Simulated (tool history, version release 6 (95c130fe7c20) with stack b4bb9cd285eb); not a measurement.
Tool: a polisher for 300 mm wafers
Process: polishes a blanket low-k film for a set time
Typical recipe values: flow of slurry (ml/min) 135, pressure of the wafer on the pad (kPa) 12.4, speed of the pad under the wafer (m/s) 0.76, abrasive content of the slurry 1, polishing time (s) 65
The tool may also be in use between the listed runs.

run,day,flow of slurry (ml/min),pressure of the wafer on the pad (kPa),speed of the pad under the wafer (m/s),abrasive content of the slurry,polishing time (s),"incoming thickness of the incoming film, nm",film removed (nm)
1,0,135,13.1,0.76,1,65,526.6,24.6
2,0.283,135,12.4,0.76,1,65,511.9,23
3,0.671,135,12.4,0.76,1,65,517.9,22.8
4,1.412,135,12.4,0.76,1,65,517.1,22.4
# day 1.538: slurry nozzle cleaned
5,2.075,135,12.4,0.76,1,65,525.5,22.3
6,2.542,135,12.4,0.76,1,65,512.7,21.6
7,2.962,135,12.4,0.76,1,65,528.1,22.1
8,3.271,135,13.8,0.98,0.9,65,515.9,25.8
9,3.938,135,12.4,0.58,1,65,517.5,19.1
# day 4.125: worn pad replaced by a new one
10,4.388,135,10.3,1,1,57,510.4,19.9
11,4.833,135,12.4,0.76,1,65,522.4,24.4
# day 5.142: conditioning disc replaced and pad reconditioned
12,5.458,135,12.4,0.94,1.15,65,515.1,28.1
13,5.796,90,12.4,0.76,1.15,53,519.5,18.3
# day 6.067: slurry blender recalibrated
14,6.5,135,12.4,0.76,1,49,512.7,16.8
15,7.171,160,11,0.98,1,84,517.2,30.2
# day 8.129: head pressure recalibrated
16,8.521,135,12.4,0.76,1.15,65,520.7,23.6
17,8.846,135,12.4,0.76,1,65,524.2,21.2
# day 9.279: worn pad replaced by a new one
18,9.3,135,14.5,0.76,1,65,521.4,27.8
19,9.692,160,12.4,0.68,1,65,510.8,23
20,10.075,135,12.4,0.76,1,65,513.4,23.2
21,12.258,135,12.4,0.76,0.9,49,519.1,15.1
22,12.508,125,12.4,0.64,0.85,80,517.2,21.8
23,12.996,135,12.4,0.76,1,65,523.4,21.5
24,13.608,90,12.4,0.64,1,87,518.4,23.6
25,14.288,100,12.4,0.76,1,65,523.2,19.2

Branching from run 25: 5 alternative next runs. What would each branch give?
A,14.304,135,12.4,0.76,1,65,520.3,?
B,14.304,135,12.4,0.5,1,52,520.3,?
C,14.304,135,15.2,0.76,0.85,82,520.3,?
D,14.304,135,9,0.76,1,49,520.3,?
E,14.304,170,10.3,0.92,1,65,520.3,?

run,film removed (nm)
A,20.8
B,13.8
C,28.3
D,11.3
E,19.9
Take away the tool's hidden state, keep each run's random variation, and the runs would have read:
run,film removed (nm)
A,24.3
B,16.2
C,33.1
D,13.2
E,23.3
